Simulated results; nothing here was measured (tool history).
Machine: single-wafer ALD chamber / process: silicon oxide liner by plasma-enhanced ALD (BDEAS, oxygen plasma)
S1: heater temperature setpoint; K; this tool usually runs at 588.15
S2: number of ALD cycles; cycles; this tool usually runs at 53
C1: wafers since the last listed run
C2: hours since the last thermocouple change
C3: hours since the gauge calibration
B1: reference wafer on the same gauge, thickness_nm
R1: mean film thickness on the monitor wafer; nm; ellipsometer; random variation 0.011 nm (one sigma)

run 1 day=0.000 | S1=597.15 S2=53 | C1=0 C2=1594.7 C3=873.5 | B1=5.246 | R1=4.423
run 2 day=2.638 | S1=588.15 S2=53 | C1=322 C2=1658.0 C3=936.8 | B1=5.242 | R1=4.474
run 3 day=6.750 | S1=588.15 S2=53 | C1=502 C2=1756.7 C3=1035.5 | B1=5.237 | R1=4.477
run 4 day=9.358 | S1=588.15 S2=53 | C1=318 C2=1819.3 C3=1098.1 | B1=5.232 | R1=4.455
run 5 day=14.383 | S1=588.15 S2=53 | C1=614 C2=1939.9 C3=1218.7 | B1=5.222 | R1=4.446
run 6 day=18.592 | S1=595.15 S2=53 | C1=514 C2=2040.9 C3=1319.7 | B1=5.216 | R1=4.447
run 7 day=22.021 | S1=595.15 S2=53 | C1=419 C2=2123.2 C3=1402.0 | B1=5.207 | R1=4.419
run 8 day=26.238 | S1=588.15 S2=53 | C1=515 C2=2224.4 C3=1503.2 | B1=5.198 | R1=4.439
run 9 day=28.329 | S1=592.15 S2=59 | C1=255 C2=2274.6 C3=1553.4 | B1=5.193 | R1=4.949
run 10 day=31.854 | S1=592.15 S2=59 | C1=430 C2=2359.2 C3=1638.0 | B1=5.185 | R1=4.923
-- day=33.708 thermocouple changed; heater temperature recalibrated
run 11 day=34.096 | S1=602.15 S2=58 | C1=233 C2=9.3 C3=1691.8 | B1=5.183 | R1=4.763
-- day=34.146 gauge calibrated
run 12 day=38.567 | S1=600.15 S2=46 | C1=546 C2=116.6 C3=106.1 | B1=5.298 | R1=3.877
run 13 day=41.100 | S1=584.15 S2=64 | C1=309 C2=177.4 C3=166.9 | B1=5.299 | R1=5.501
run 14 day=42.717 | S1=575.15 S2=61 | C1=197 C2=216.2 C3=205.7 | B1=5.293 | R1=5.295
run 15 day=45.525 | S1=584.15 S2=64 | C1=343 C2=283.6 C3=273.1 | B1=5.286 | R1=5.483
run 16 day=48.679 | S1=595.15 S2=53 | C1=385 C2=359.3 C3=348.8 | B1=5.281 | R1=4.481
run 17 day=52.446 | S1=581.15 S2=47 | C1=460 C2=449.7 C3=439.2 | B1=5.274 | R1=4.044
run 18 day=54.525 | S1=580.15 S2=61 | C1=254 C2=499.6 C3=489.1 | B1=5.268 | R1=5.252
run 19 day=58.179 | S1=588.15 S2=62 | C1=446 C2=587.3 C3=576.8 | B1=5.266 | R1=5.277
run 20 day=61.154 | S1=588.15 S2=53 | C1=363 C2=658.7 C3=648.2 | B1=5.265 | R1=4.500

How would selected steps in R1 from run to run divide? Give the signed amount a tool lacking its hidden state would still show from settings, what came in and random variation, and the signed amount left for the hidden state, including any gauge scatter that is not in both of the compared results.
The hidden state here: wafer temperature above the value expected at the setpoint (K); gauge reads high (%).
Run 8 -> 9: S1 588.15 -> 592.15, S2 53 -> 59. R1 +0.510 nm: hidden state -0.015, all else +0.525.
Run 11 -> 12: S1 602.15 -> 600.15, S2 58 -> 46, gauge calibrated. R1 -0.886 nm: hidden state +0.108, all else -0.994.
Run 12 -> 13: S1 600.15 -> 584.15, S2 46 -> 64. R1 +1.624 nm: hidden state -0.003, all else +1.627.
Run 17 -> 18: S1 581.15 -> 580.15, S2 47 -> 61. R1 +1.208 nm: hidden state -0.010, all else +1.218.
